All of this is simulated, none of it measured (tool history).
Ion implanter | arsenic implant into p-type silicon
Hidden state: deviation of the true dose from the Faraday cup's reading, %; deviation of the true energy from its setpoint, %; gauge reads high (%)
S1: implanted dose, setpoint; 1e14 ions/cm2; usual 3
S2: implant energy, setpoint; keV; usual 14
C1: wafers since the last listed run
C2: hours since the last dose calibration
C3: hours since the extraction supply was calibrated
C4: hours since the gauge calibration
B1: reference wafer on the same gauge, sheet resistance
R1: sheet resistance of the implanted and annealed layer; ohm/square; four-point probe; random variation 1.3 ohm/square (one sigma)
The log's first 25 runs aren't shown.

{"run": 26, "hour": 698.1, "S1": 3, "S2": 12, "C1": 272, "C2": 136.8, "C3": 151.6, "C4": 394.5, "B1": 272.08, "R1": 290.7}
{"run": 27, "hour": 710.7, "S1": 3.33, "S2": 15.5, "C1": 145, "C2": 149.4, "C3": 164.2, "C4": 407.1, "B1": 271.83, "R1": 259.58}
{"run": 28, "hour": 746.2, "S1": 3.32, "S2": 14, "C1": 409, "C2": 184.9, "C3": 199.7, "C4": 442.6, "B1": 272.23, "R1": 263.39}
{"run": 29, "hour": 776.4, "S1": 3.63, "S2": 9, "C1": 348, "C2": 215.1, "C3": 229.9, "C4": 472.8, "B1": 271.91, "R1": 259.16}
{"run": 30, "hour": 811.1, "S1": 2.32, "S2": 10.5, "C1": 399, "C2": 249.8, "C3": 264.6, "C4": 507.5, "B1": 272.05, "R1": 358.3}
{"run": 31, "hour": 837.3, "S1": 3, "S2": 12.5, "C1": 302, "C2": 276, "C3": 290.8, "C4": 533.7, "B1": 271.82, "R1": 291.07}
{"run": 32, "hour": 851.3, "S1": 3, "S2": 19, "C1": 161, "C2": 290, "C3": 304.8, "C4": 547.7, "B1": 271.99, "R1": 273.56}
{"run": 33, "hour": 881.7, "S1": 3, "S2": 10, "C1": 350, "C2": 320.4, "C3": 335.2, "C4": 578.1, "B1": 272.07, "R1": 298.28}
{"run": 34, "hour": 895.8, "S1": 3, "S2": 11.5, "C1": 162, "C2": 334.5, "C3": 349.3, "C4": 592.2, "B1": 271.89, "R1": 292.08}
{"run": 35, "hour": 928.9, "S1": 3.25, "S2": 18, "C1": 381, "C2": 367.6, "C3": 382.4, "C4": 625.3, "B1": 272.18, "R1": 261.11}
{"run": 36, "hour": 958.7, "S1": 2.48, "S2": 16.5, "C1": 343, "C2": 397.4, "C3": 412.2, "C4": 655.1, "B1": 272.19, "R1": 322.76}
{"run": 37, "hour": 983.5, "S1": 2.52, "S2": 12, "C1": 285, "C2": 422.2, "C3": 437, "C4": 679.9, "B1": 272.07, "R1": 333.89}
{"run": 38, "hour": 1003.3, "S1": 3, "S2": 17, "C1": 228, "C2": 442, "C3": 456.8, "C4": 699.7, "B1": 271.91, "R1": 276.5}

Forecast each of these 3 alternatives for the next run:
{"run": "A", "hour": 1003.7, "S1": 3, "S2": 14, "C1": 4, "C2": 442.4, "C3": 457.2, "C4": 700.1, "B1": "?", "R1": "?"}
{"run": "B", "hour": 1003.7, "S1": 3, "S2": 15.5, "C1": 4, "C2": 442.4, "C3": 457.2, "C4": 700.1, "B1": "?", "R1": "?"}
{"run": "C", "hour": 1003.7, "S1": 2.25, "S2": 14, "C1": 4, "C2": 442.4, "C3": 457.2, "C4": 700.1, "B1": "?", "R1": "?"}

run=A B1=271.81 R1=287.83
run=B B1=271.81 R1=284.2
run=C B1=271.81 R1=357.19
Without the tool's hidden state the same runs would have given:
run=A R1=284.89
run=B R1=281.3
run=C R1=353.55
